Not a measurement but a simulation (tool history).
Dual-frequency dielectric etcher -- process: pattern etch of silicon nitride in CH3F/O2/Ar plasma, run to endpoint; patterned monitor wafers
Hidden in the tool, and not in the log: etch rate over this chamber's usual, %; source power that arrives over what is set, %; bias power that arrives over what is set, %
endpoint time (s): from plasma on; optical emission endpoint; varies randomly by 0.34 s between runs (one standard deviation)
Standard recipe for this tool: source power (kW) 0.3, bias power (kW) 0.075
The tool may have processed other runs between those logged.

run,hour,source power (kW),bias power (kW),wafers since the last listed run,hours since the last wet clean,hours since the last source power generator calibration,hours since the last bias power generator calibration,hours since the last upper electrode change,"incoming incoming film thickness, nm",endpoint time (s)
1,0,0.3,0.075,0,323.7,316.3,1707.5,2355,27.37,46.8
2,50.4,0.3,0.075,457,374.1,366.7,1757.9,2405.4,27.25,46.8
3,102.7,0.3,0.075,474,426.4,419,1810.2,2457.7,27.47,46.7
# hour 187.5: wet clean of the chamber
4,188,0.3,0.075,556,0.5,504.3,1895.5,2543,27.3,48.3
5,219,0.3,0.075,281,31.5,535.3,1926.5,2574,27.42,48.7
6,252.8,0.3,0.075,306,65.3,569.1,1960.3,2607.8,27.46,48.1
7,280.6,0.3,0.075,252,93.1,596.9,1988.1,2635.6,27.55,48
8,343.9,0.3,0.075,574,156.4,660.2,2051.4,2698.9,27.11,47
9,398.4,0.3,0.075,494,210.9,714.7,2105.9,2753.4,27.05,46.8
10,436.4,0.3,0.075,344,248.9,752.7,2143.9,2791.4,27.05,46.2
11,469.8,0.3,0.075,303,282.3,786.1,2177.3,2824.8,27.03,46.3
12,530.5,0.3,0.075,550,343,846.8,2238,2885.5,27.19,45.9
13,592.6,0.3,0.075,563,405.1,908.9,2300.1,2947.6,27.26,45.7
14,635.5,0.3,0.075,389,448,951.8,2343,2990.5,27.21,46.3
# hour 660.6: wet clean of the chamber
15,681.6,0.3,0.075,200,21,997.9,2389.1,3036.6,27.18,48.4
16,743.6,0.28,0.075,562,83,1059.9,2451.1,3098.6,27.25,50
17,811.3,0.26,0.082,614,150.7,1127.6,2518.8,3166.3,27.25,49.4
18,870.3,0.28,0.085,535,209.7,1186.6,2577.8,3225.3,27.41,47.4
19,925.7,0.27,0.088,502,265.1,1242,2633.2,3280.7,27.03,46.7
20,970.1,0.33,0.075,402,309.5,1286.4,2677.6,3325.1,27.5,45.9
21,1009,0.3,0.075,352,348.4,1325.3,2716.5,3364,27.24,47.1
22,1041.1,0.38,0.085,291,380.5,1357.4,2748.6,3396.1,27.38,40.4
23,1075.4,0.3,0.075,311,414.8,1391.7,2782.9,3430.4,27.5,47.6
# hour 1106.8: wet clean of the chamber
24,1111.5,0.27,0.06,109,4.7,1427.8,2819,3466.5,27.4,57
25,1150.8,0.27,0.075,356,44,1467.1,2858.3,3505.8,27.23,51.9
26,1212.9,0.3,0.075,563,106.1,1529.2,2920.4,3567.9,27.36,48.7
# hour 1330.8: bias power generator calibrated
27,1376,0.37,0.075,1443,269.2,1692.3,45.2,3731,27.39,43.3
# hour 1383.3: source power generator calibrated
28,1445.5,0.28,0.061,594,338.7,62.2,114.7,3800.5,26.99,51.7
# hour 1525.3: upper electrode replaced
29,1555.2,0.3,0.075,777,448.4,171.9,224.4,29.9,26.99,45.4
# hour 1604.2: wet clean of the chamber
30,1624.8,0.34,0.075,413,20.6,241.5,294,99.5,27.43,46.3
31,1672.7,0.23,0.059,434,68.5,289.4,341.9,147.4,27.49,61.6
32,1704.5,0.3,0.075,288,100.3,321.2,373.7,179.2,27.28,48.1
33,1766,0.36,0.066,558,161.8,382.7,435.2,240.7,27.19,46
34,1896.9,0.3,0.075,1187,292.7,513.6,566.1,371.6,27.2,47.4
35,1955.1,0.27,0.086,528,350.9,571.8,624.3,429.8,27.17,46.9
36,2018.1,0.3,0.075,571,413.9,634.8,687.3,492.8,27.46,47.3

Forecast each of these 3 alternatives for the next run:
A,2018.5,0.3,0.075,3,414.3,635.2,687.7,493.2,27.32,?
B,2018.5,0.37,0.088,3,414.3,635.2,687.7,493.2,27.32,?
C,2018.5,0.25,0.083,3,414.3,635.2,687.7,493.2,27.32,?

run,endpoint time (s)
A,46.3
B,39.3
C,48.8
Without the tool's unlogged condition, the same runs would have read:
run,endpoint time (s)
A,48.3
B,41
C,50.9
